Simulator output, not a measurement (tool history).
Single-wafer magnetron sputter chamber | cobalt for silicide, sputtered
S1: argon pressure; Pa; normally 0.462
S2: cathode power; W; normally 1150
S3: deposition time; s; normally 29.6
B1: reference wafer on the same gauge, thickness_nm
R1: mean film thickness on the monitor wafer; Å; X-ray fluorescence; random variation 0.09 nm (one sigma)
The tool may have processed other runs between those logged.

| run | hour | S1 | S2 | S3 | B1 | R1 |
|---|---|---|---|---|---|---|
| 1 | 0 | 0.462 | 1150 | 29.6 | 18.984 | 168.81 |
| 2 | 19.4 | 0.462 | 1150 | 29.6 | 18.965 | 169.42 |
| 3 | 32.6 | 0.462 | 1150 | 29.6 | 18.951 | 168.75 |
| 4 | 45 | 0.462 | 1150 | 29.6 | 18.934 | 169.98 |
| 5 | 71 | 0.462 | 1150 | 29.6 | 18.918 | 170.68 |
|  | 86.9 | sputter target and shields replaced |
| 6 | 104.3 | 0.462 | 1150 | 29.6 | 18.928 | 168.88 |
| 7 | 133.4 | 0.462 | 1250 | 29.6 | 18.917 | 183.34 |
| 8 | 162.6 | 0.462 | 1250 | 29.6 | 18.887 | 183.03 |
| 9 | 184.4 | 0.462 | 1150 | 29.6 | 18.864 | 168.59 |
| 10 | 213.2 | 0.462 | 1150 | 29.6 | 18.859 | 169.64 |
| 11 | 245.4 | 0.462 | 1150 | 29.6 | 18.87 | 166.66 |
| 12 | 261.5 | 0.462 | 1150 | 29.6 | 18.818 | 167.46 |
|  | 273 | sputter target and shields replaced |
| 13 | 312 | 0.462 | 1150 | 29.6 | 18.819 | 167.79 |
|  | 332.3 | magnet pack replaced |
| 14 | 335.1 | 0.462 | 1150 | 29.6 | 18.782 | 167.43 |
| 15 | 365.8 | 0.462 | 1150 | 29.6 | 18.748 | 165.77 |
| 16 | 387.5 | 0.462 | 1150 | 29.6 | 18.763 | 167.35 |
| 17 | 408.4 | 0.559 | 950 | 27.9 | 18.71 | 127.35 |
| 18 | 439.3 | 0.462 | 1150 | 27.6 | 18.737 | 155.58 |
|  | 452.1 | sputter target and shields replaced |
| 19 | 453.9 | 0.462 | 1300 | 29.6 | 18.755 | 188.32 |
| 20 | 487 | 0.638 | 1350 | 28 | 18.734 | 178.17 |
| 21 | 505.3 | 0.462 | 1150 | 29.6 | 18.697 | 166.33 |
| 22 | 520.9 | 0.641 | 1150 | 35.3 | 18.703 | 192.68 |
| 23 | 540.1 | 0.627 | 1150 | 25.8 | 18.675 | 141.21 |
| 24 | 561 | 0.462 | 1150 | 29.6 | 18.676 | 166.22 |
|  | 595.7 | capacitance manometer re-zeroed and calibrated |
| 25 | 596.2 | 0.572 | 1150 | 31.7 | 18.649 | 173.46 |
|  | 612.5 | sputter target and shields replaced |
|  | 623.8 | gauge calibrated |
| 26 | 627.8 | 0.462 | 1000 | 26.5 | 19.139 | 131.8 |
| 27 | 653.3 | 0.462 | 1150 | 29.6 | 19.127 | 170.03 |
| 28 | 678.6 | 0.462 | 1150 | 29.6 | 19.15 | 168.71 |
| 29 | 722.1 | 0.331 | 850 | 26.1 | 19.106 | 113.52 |
| 30 | 756.3 | 0.462 | 1250 | 24.7 | 19.076 | 154.99 |
|  | 774.2 | sputter target and shields replaced |
| 31 | 778.9 | 0.554 | 1250 | 31.2 | 19.079 | 191.34 |
| 32 | 803.6 | 0.462 | 1150 | 29.6 | 19.072 | 170.62 |

3 ways to go on from here, each from the tool as it stands after run 32. What would each give?
| A | 804 | 0.462 | 1350 | 29.6 | ? | ? |
| B | 804 | 0.528 | 950 | 25.3 | ? | ? |
| C | 804 | 0.292 | 1150 | 24.6 | ? | ? |

| run | B1 | R1 |
|---|---|---|
| A | 19.073 | 199.14 |
| B | 19.073 | 118.37 |
| C | 19.073 | 145.38 |
Had the tool no hidden state, the same runs would have come out as:
| run | R1 |
|---|---|
| A | 199.55 |
| B | 118.61 |
| C | 145.67 |
